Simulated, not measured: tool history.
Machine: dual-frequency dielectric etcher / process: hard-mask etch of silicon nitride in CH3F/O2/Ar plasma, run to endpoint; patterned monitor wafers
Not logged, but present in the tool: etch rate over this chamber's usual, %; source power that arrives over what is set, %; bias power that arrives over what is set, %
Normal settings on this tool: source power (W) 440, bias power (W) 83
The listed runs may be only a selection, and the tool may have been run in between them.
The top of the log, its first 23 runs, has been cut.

run,hour,source power (W),bias power (W),wafers since the last listed run,hours since the last wet clean,hours since the last source power generator calibration,hours since the last bias power generator calibration,hours since the last upper electrode change,"incoming incoming film thickness, nm",endpoint time (s)
# hour 1560.0: bias power generator calibrated
24,1561.9,340,89,428,301.6,131.9,1.9,875.8,55.2,70.3
25,1635.5,360,83,943,375.2,205.5,75.5,949.4,55.4,71.2
# hour 1785.4: wet clean of the chamber
26,1929.9,470,83,3467,144.5,499.9,369.9,1243.8,55.6,67.0
27,1979.3,400,83,633,193.9,549.3,419.3,1293.2,55.1,69.6
28,2045.8,440,83,852,260.4,615.8,485.8,1359.7,55.7,68.0
29,2145.8,370,66,1282,360.4,715.8,585.8,1459.7,55.6,76.7
30,2191.2,440,83,582,405.8,761.2,631.2,1505.1,55.2,67.1
31,2239.9,550,91,624,454.5,809.9,679.9,1553.8,54.9,61.0

Forecast each of these 3 alternatives for the next run:
A,2240.3,440,83,5,454.9,810.3,680.3,1554.2,55.2,?
B,2240.3,440,73,5,454.9,810.3,680.3,1554.2,55.2,?
C,2240.3,370,94,5,454.9,810.3,680.3,1554.2,55.2,?

run,endpoint time (s)
A,67.4
B,70.2
C,67.5
Take away the tool's hidden state, keep each run's random variation, and the runs would have read:
run,endpoint time (s)
A,68.3
B,71.2
C,68.5
